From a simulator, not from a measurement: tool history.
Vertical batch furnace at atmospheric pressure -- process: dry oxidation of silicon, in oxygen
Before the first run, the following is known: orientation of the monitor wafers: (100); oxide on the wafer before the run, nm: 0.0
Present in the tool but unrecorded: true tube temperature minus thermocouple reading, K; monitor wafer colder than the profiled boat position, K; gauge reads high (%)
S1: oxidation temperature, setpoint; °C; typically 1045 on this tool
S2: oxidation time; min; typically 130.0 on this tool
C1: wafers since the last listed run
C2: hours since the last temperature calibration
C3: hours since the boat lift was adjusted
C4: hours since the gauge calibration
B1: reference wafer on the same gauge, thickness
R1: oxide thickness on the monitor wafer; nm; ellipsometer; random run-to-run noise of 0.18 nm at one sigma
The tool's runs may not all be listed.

run   hour    S1     S2    C1      C2      C3     C4      B1      R1
  1    0.0  1045  130.0     0  2335.4  4686.5  161.0  139.10  121.34
  2   17.4  1045  130.0   220  2352.8  4703.9  178.4  139.02  121.35
  3   36.6  1045  130.0   243  2372.0  4723.1  197.6  139.12  121.45
  4   50.1  1045   94.0   171  2385.5  4736.6  211.1  138.97   98.30
  5   77.4  1045   94.0   346  2412.8  4763.9  238.4  139.01   98.44
  6  100.2  1059  130.0   289  2435.6  4786.7  261.2  138.98  135.79
  7  122.3  1059  130.0   280  2457.7  4808.8  283.3  139.01  135.16
  8  133.2  1059  130.0   138  2468.6  4819.7  294.2  138.96  135.60
  9  217.8  1045   81.0  1073  2553.2  4904.3  378.8  138.94   89.66
 10  236.5  1045  130.0   237  2571.9  4923.0  397.5  138.99  121.88
 11  259.5  1031  130.0   291  2594.9  4946.0  420.5  139.07  108.78
 12  281.6  1020  163.5   280  2617.0  4968.1  442.6  138.99  115.65
 13  306.7  1064   85.0   318  2642.1  4993.2  467.7  139.05  107.60
 14  334.9  1059  130.0   357  2670.3  5021.4  495.9  138.98  136.17
     365.7  -- gauge calibrated
     377.4  -- boat lift adjusted
     390.8  -- thermocouples replaced and temperature profile calibrated
 15  391.3  1060  170.5   241     0.5    13.9   25.6  139.03  157.46
 16  397.9  1060   68.5    83     7.1    20.5   32.2  139.02   87.66
 17  404.5  1021  182.5    83    13.7    27.1   38.8  138.92  121.32
 18  421.0  1025   99.0   209    30.2    43.6   55.3  138.94   83.33

What does the tool deliver on the next run?
 19  443.1  1021  68.0  280  52.3  65.7  77.4   ?   ?

Logged for run 19: B1 139.02, R1 62.67 nm.
The same run, on a tool lacking any hidden state, would have yielded R1 62.27 nm.
